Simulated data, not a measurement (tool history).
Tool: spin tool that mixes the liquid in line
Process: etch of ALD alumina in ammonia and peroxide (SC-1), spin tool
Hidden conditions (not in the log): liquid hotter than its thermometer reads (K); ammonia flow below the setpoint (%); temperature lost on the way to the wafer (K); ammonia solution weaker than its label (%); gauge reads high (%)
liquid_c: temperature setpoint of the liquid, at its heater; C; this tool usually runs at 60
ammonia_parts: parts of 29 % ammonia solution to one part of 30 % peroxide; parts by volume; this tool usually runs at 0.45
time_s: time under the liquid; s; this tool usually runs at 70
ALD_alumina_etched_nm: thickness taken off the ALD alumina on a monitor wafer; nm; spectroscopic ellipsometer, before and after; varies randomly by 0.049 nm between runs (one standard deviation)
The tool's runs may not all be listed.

run,hour,liquid_c,ammonia_parts,time_s,wafers since the last listed run,hours since the thermometer was replaced,hours since the ammonia flow meter was replaced,hours since the heated supply line was repaired,hours since the drum of ammonia solution was connected,hours since the gauge calibration,"read-back film thickness of the ALD alumina reference wafer, read on the same gauge (nm)",ALD_alumina_etched_nm
1,0,54.5,0.45,95,0,2316.5,1765.4,1036,520.5,47.8,89.997,4.893
2,46.3,60,0.45,70,606,2362.8,1811.7,1082.3,566.8,94.1,89.999,4.945
# hour 64.3: thermometer replaced
3,64.8,60,0.45,70,229,0.5,1830.2,1100.8,585.3,112.6,90.012,4.755
# hour 91.7: new drum of ammonia solution connected
4,97.2,60,0.45,70,411,32.9,1862.6,1133.2,5.5,145,90.004,4.938
5,110.9,60,0.45,70,179,46.6,1876.3,1146.9,19.2,158.7,89.994,4.884
# hour 118.3: ammonia flow meter replaced
6,134.1,60,0.45,70,290,69.8,15.8,1170.1,42.4,181.9,89.991,4.831
7,147,63.5,0.35,90,169,82.7,28.7,1183,55.3,194.8,90.018,7.185
8,168.1,68.5,0.4,80,276,103.8,49.8,1204.1,76.4,215.9,90.007,8.2
9,187.5,56.5,0.25,110,254,123.2,69.2,1223.5,95.8,235.3,90.043,5.912
10,217.7,54.5,0.55,70,395,153.4,99.4,1253.7,126,265.5,90.014,3.65
11,230.9,60,0.6,40,172,166.6,112.6,1266.9,139.2,278.7,90.015,2.777
# hour 250: heated supply line repaired
12,259.6,60,0.45,70,363,195.3,141.3,9.6,167.9,307.4,90.03,5.184
13,281.6,60,0.45,45,288,217.3,163.3,31.6,189.9,329.4,90.007,3.339
14,294.6,53,0.3,95,170,230.3,176.3,44.6,202.9,342.4,89.989,4.704
15,324.8,57.5,0.45,70,395,260.5,206.5,74.8,233.1,372.6,89.993,4.609
16,356.6,54.5,0.55,70,416,292.3,238.3,106.6,264.9,404.4,90.024,4.026
17,374.2,53,0.65,40,230,309.9,255.9,124.2,282.5,422,90.021,2.123
18,407.7,65.5,0.45,70,439,343.4,289.4,157.7,316,455.5,90.011,6.868
19,433.6,63.5,0.45,105,339,369.3,315.3,183.6,341.9,481.4,89.98,9.256
20,451.7,63.5,0.45,70,237,387.4,333.4,201.7,360,499.5,89.998,6.243
21,467.4,55.5,0.35,40,205,403.1,349.1,217.4,375.7,515.2,89.983,2.302
22,560.7,60,0.3,100,1222,496.4,442.4,310.7,469,608.5,89.996,7.082

Run 23, settings as shown, results not yet in. Your forecast:
23,596.6,63.5,0.35,30,470,532.3,478.3,346.6,504.9,644.4,?,?

Run 23 gave read-back film thickness of the ALD alumina reference wafer, read on the same gauge (nm) 89.991, ALD_alumina_etched_nm 2.537 nm.
With the hidden condition absent and the run-to-run variation left alone, this run would have shown ALD_alumina_etched_nm 2.609 nm.

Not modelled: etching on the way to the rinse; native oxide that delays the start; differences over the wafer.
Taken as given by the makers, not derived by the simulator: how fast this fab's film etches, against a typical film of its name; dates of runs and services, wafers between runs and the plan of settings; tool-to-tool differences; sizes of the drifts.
